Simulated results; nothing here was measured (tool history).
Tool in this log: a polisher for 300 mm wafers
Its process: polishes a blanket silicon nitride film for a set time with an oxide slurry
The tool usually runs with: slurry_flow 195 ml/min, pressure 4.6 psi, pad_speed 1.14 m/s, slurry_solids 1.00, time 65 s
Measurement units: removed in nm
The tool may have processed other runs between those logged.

| run | hour | slurry_flow | pressure | pad_speed | slurry_solids | time | wafers since the last listed run | wafers polished on this pad | hours since the slurry nozzle was cleaned | hours since the head pressure was calibrated | hours since the slurry blender was calibrated | hours since the conditioning disc was replaced | incoming thickness of the incoming film, nm | removed |
|---|---|---|---|---|---|---|---|---|---|---|---|---|---|---|
| 1 | 0.0 | 150 | 4.6 | 1.14 | 1.00 | 65 | 0 | 629 | 411.9 | 398.5 | 155.1 | 114.2 | 384.3 | 63.3 |
| 2 | 14.1 | 150 | 4.6 | 1.14 | 1.00 | 65 | 166 | 796 | 426.0 | 412.6 | 169.2 | 128.3 | 382.2 | 63.2 |
| 3 | 28.7 | 150 | 4.6 | 1.14 | 1.00 | 65 | 172 | 969 | 440.6 | 427.2 | 183.8 | 142.9 | 382.8 | 63.6 |
|  | 36.4 | worn pad replaced by a new one |
| 4 | 46.5 | 195 | 4.6 | 1.14 | 1.00 | 65 | 163 | 119 | 458.4 | 445.0 | 201.6 | 160.7 | 383.2 | 64.6 |
| 5 | 63.0 | 195 | 4.6 | 1.14 | 1.00 | 65 | 195 | 314 | 474.9 | 461.5 | 218.1 | 177.2 | 376.5 | 64.1 |
| 6 | 73.9 | 195 | 4.6 | 1.14 | 0.85 | 65 | 128 | 443 | 485.8 | 472.4 | 229.0 | 188.1 | 380.2 | 56.8 |
| 7 | 87.4 | 250 | 4.6 | 1.14 | 1.15 | 65 | 159 | 603 | 499.3 | 485.9 | 242.5 | 201.6 | 382.5 | 69.3 |
| 8 | 101.6 | 250 | 4.6 | 1.14 | 1.15 | 65 | 167 | 771 | 513.5 | 500.1 | 256.7 | 215.8 | 382.3 | 70.1 |
| 9 | 112.9 | 250 | 4.6 | 1.14 | 1.15 | 65 | 133 | 904 | 524.8 | 511.4 | 268.0 | 227.1 | 376.9 | 70.5 |
| 10 | 127.3 | 195 | 4.6 | 1.32 | 1.00 | 65 | 170 | 1074 | 539.2 | 525.8 | 282.4 | 241.5 | 375.2 | 70.4 |
|  | 136.1 | worn pad replaced by a new one |
| 11 | 136.6 | 195 | 4.6 | 1.14 | 1.00 | 65 | 62 | 6 | 548.5 | 535.1 | 291.7 | 250.8 | 385.9 | 61.2 |
| 12 | 148.2 | 195 | 4.6 | 1.14 | 1.00 | 65 | 137 | 143 | 560.1 | 546.7 | 303.3 | 262.4 | 385.7 | 60.6 |
| 13 | 165.9 | 195 | 4.6 | 1.14 | 1.00 | 65 | 209 | 352 | 577.8 | 564.4 | 321.0 | 280.1 | 379.9 | 60.8 |
| 14 | 174.8 | 245 | 3.1 | 1.14 | 0.75 | 54 | 105 | 457 | 586.7 | 573.3 | 329.9 | 289.0 | 378.7 | 33.4 |
|  | 184.8 | head pressure recalibrated |
|  | 187.0 | slurry nozzle cleaned |
| 15 | 188.1 | 140 | 5.7 | 1.14 | 1.00 | 65 | 121 | 579 | 1.1 | 3.3 | 343.2 | 302.3 | 387.3 | 65.5 |
| 16 | 197.3 | 220 | 4.6 | 1.14 | 1.10 | 65 | 108 | 688 | 10.3 | 12.5 | 352.4 | 311.5 | 374.4 | 64.4 |
|  | 217.3 | worn pad replaced by a new one |
|  | 227.9 | conditioning disc replaced and pad reconditioned |
| 17 | 250.3 | 195 | 5.9 | 1.14 | 1.00 | 65 | 555 | 366 | 63.3 | 65.5 | 405.4 | 22.4 | 380.7 | 65.7 |
|  | 255.0 | slurry blender recalibrated |
| 18 | 267.4 | 195 | 4.6 | 1.14 | 0.70 | 47 | 178 | 545 | 80.4 | 82.6 | 12.4 | 39.5 | 385.9 | 36.6 |
| 19 | 277.5 | 195 | 5.3 | 1.52 | 1.15 | 49 | 119 | 664 | 90.5 | 92.7 | 22.5 | 49.6 | 377.9 | 74.7 |
| 20 | 294.9 | 195 | 4.6 | 1.14 | 1.00 | 65 | 205 | 870 | 107.9 | 110.1 | 39.9 | 67.0 | 374.4 | 66.3 |
|  | 307.9 | worn pad replaced by a new one |
| 21 | 308.4 | 140 | 4.6 | 1.28 | 1.20 | 55 | 112 | 5 | 121.4 | 123.6 | 53.4 | 80.5 | 383.4 | 65.0 |
| 22 | 318.5 | 195 | 4.6 | 1.42 | 1.00 | 65 | 119 | 125 | 131.5 | 133.7 | 63.5 | 90.6 | 376.1 | 78.0 |
| 23 | 340.4 | 195 | 3.9 | 1.14 | 1.00 | 65 | 258 | 384 | 153.4 | 155.6 | 85.4 | 112.5 | 380.7 | 59.2 |
| 24 | 356.0 | 235 | 3.8 | 1.14 | 0.80 | 65 | 184 | 568 | 169.0 | 171.2 | 101.0 | 128.1 | 379.6 | 51.8 |
| 25 | 363.4 | 195 | 4.6 | 1.14 | 1.20 | 46 | 87 | 655 | 176.4 | 178.6 | 108.4 | 135.5 | 381.6 | 51.4 |
| 26 | 378.1 | 195 | 4.6 | 1.14 | 1.00 | 51 | 173 | 829 | 191.1 | 193.3 | 123.1 | 150.2 | 386.0 | 51.4 |
|  | 399.0 | worn pad replaced by a new one |
| 27 | 399.5 | 195 | 4.6 | 1.14 | 1.00 | 65 | 205 | 5 | 212.5 | 214.7 | 144.5 | 171.6 | 382.8 | 63.7 |

Hidden state at the last listed run before each entry between runs and at the first one after, where it differs:
Logged between run 3 and run 4: worn pad replaced by a new one (hour 36.4)
  abrasive missing from the slurry, %: 5.04 -> 5.87
  measured value less the no-hidden-state value, removed: -2.0 -> -2.3 nm
Logged between run 10 and run 11: worn pad replaced by a new one (hour 136.1)
  abrasive missing from the slurry, %: 10.6 -> 11.2
  measured value less the no-hidden-state value, removed: -4.9 -> -4.6 nm
Logged between run 14 and run 15: head pressure recalibrated (hour 184.8); slurry nozzle cleaned (hour 187.0)
  abrasive missing from the slurry, %: 14.1 -> 15.2
  measured value less the no-hidden-state value, removed: -3.9 -> -7.0 nm
Logged between run 16 and run 17: worn pad replaced by a new one (hour 217.3); conditioning disc replaced and pad reconditioned (hour 227.9)
  abrasive missing from the slurry, %: 16 -> 20.8
  measured value less the no-hidden-state value, removed: -6.9 -> -10.6 nm
Logged between run 17 and run 18: slurry blender recalibrated (hour 255.0)
  abrasive missing from the slurry, %: 20.8 -> 1.31
  measured value less the no-hidden-state value, removed: -10.6 -> -0.3 nm
Logged between run 20 and run 21: worn pad replaced by a new one (hour 307.9)
  abrasive missing from the slurry, %: 1.48 -> 1.63
  measured value less the no-hidden-state value, removed: -0.5 -> -0.5 nm
Logged between run 26 and run 27: worn pad replaced by a new one (hour 399.0)
  abrasive missing from the slurry, %: 3.12 -> 3.81
  measured value less the no-hidden-state value, removed: -1.0 -> -1.5 nm
